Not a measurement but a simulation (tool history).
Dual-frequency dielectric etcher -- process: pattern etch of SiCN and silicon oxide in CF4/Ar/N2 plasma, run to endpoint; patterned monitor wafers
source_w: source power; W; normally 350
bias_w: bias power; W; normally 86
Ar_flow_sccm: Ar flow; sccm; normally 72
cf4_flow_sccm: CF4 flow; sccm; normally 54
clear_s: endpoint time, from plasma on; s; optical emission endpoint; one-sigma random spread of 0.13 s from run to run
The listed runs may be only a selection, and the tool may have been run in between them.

run	day	source_w	bias_w	Ar_flow_sccm	cf4_flow_sccm	wafers since the last listed run	hours since the last wet clean	hours since the last source power generator calibration	hours since the last bias power generator calibration	hours since the last Ar flow controller change	hours since the last CF4 flow controller change	hours since the last upper electrode change	incoming incoming film thickness, nm	clear_s
1	0.000	350	86	72	54	0	187.9	2772.2	277.8	2375.5	1382.7	1515.8	18.11	22.8
2	2.275	350	86	72	54	599	242.5	2826.8	332.4	2430.1	1437.3	1570.4	17.99	22.6
# day 3.392: Ar flow controller replaced
3	3.667	350	86	72	54	300	275.9	2860.2	365.8	6.6	1470.7	1603.8	18.13	22.7
4	5.904	350	86	72	48	589	329.6	2913.9	419.5	60.3	1524.4	1657.5	18.04	23.1
5	7.042	310	86	72	51	299	356.9	2941.2	446.8	87.6	1551.7	1684.8	17.94	25.2
6	8.417	390	69	61	49	362	389.9	2974.2	479.8	120.6	1584.7	1717.8	18.00	22.3
7	11.004	320	76	72	54	681	452.0	3036.3	541.9	182.7	1646.8	1779.9	17.96	25.4
# day 12.558: source power generator calibrated
8	13.325	290	86	86	45	567	507.7	18.4	597.6	238.4	1702.5	1835.6	18.12	27.5
# day 14.842: wet clean of the chamber
9	15.204	350	86	72	54	231	8.7	63.5	642.7	283.5	1747.6	1880.7	17.93	22.8
10	18.038	350	86	72	54	746	76.7	131.5	710.7	351.5	1815.6	1948.7	18.16	23.0
11	20.104	260	104	72	54	544	126.3	181.1	760.3	401.1	1865.2	1998.3	18.09	27.5
# day 27.262: upper electrode replaced
12	27.783	350	86	62	54	1759	310.6	365.4	944.6	585.4	2049.5	12.5	18.05	22.2
13	30.612	350	92	72	54	745	378.5	433.3	1012.5	653.3	2117.4	80.4	17.98	21.7
14	33.008	350	86	72	54	631	436.0	490.8	1070.0	710.8	2174.9	137.9	18.03	22.3
# day 35.396: wet clean of the chamber
15	35.896	350	86	72	54	497	12.0	560.1	1139.3	780.1	2244.2	207.2	18.08	22.7
16	37.208	380	79	55	66	345	43.5	591.6	1170.8	811.6	2275.7	238.7	17.87	20.6
# day 38.988: CF4 flow controller replaced
17	39.646	310	94	61	65	576	102.0	650.1	1229.3	870.1	15.8	297.2	18.01	23.2
18	42.433	300	101	81	59	734	168.9	717.0	1296.2	937.0	82.7	364.1	18.04	23.8
# day 47.871: bias power generator calibrated
19	47.892	330	64	81	54	1393	299.9	848.0	0.5	1068.0	213.7	495.1	17.96	27.4
20	50.250	410	76	81	50	621	356.5	904.6	57.1	1124.6	270.3	551.7	17.84	20.7
# day 55.225: wet clean of the chamber
21	57.179	350	72	72	54	1561	46.9	1070.9	223.4	1290.9	436.6	718.0	18.05	24.8
22	58.417	350	86	72	54	325	76.6	1100.6	253.1	1320.6	466.3	747.7	17.89	22.5
23	60.579	270	86	62	54	569	128.5	1152.5	305.0	1372.5	518.2	799.6	18.01	28.3
24	63.154	300	101	72	45	678	190.3	1214.3	366.8	1434.3	580.0	861.4	17.82	24.8

Predict each of these 4 candidate next runs independently; none follows another, all start after run 24:
A	63.171	350	86	72	58	4	190.7	1214.7	367.2	1434.7	580.4	861.8	17.85	?
B	63.171	350	86	61	47	4	190.7	1214.7	367.2	1434.7	580.4	861.8	17.85	?
C	63.171	400	102	59	41	4	190.7	1214.7	367.2	1434.7	580.4	861.8	17.85	?
D	63.171	350	86	81	62	4	190.7	1214.7	367.2	1434.7	580.4	861.8	17.85	?

run	clear_s
A	22.2
B	22.6
C	19.0
D	22.3
Without the tool's unlogged condition, the same runs would have read:
run	clear_s
A	22.5
B	22.9
C	19.2
D	22.6
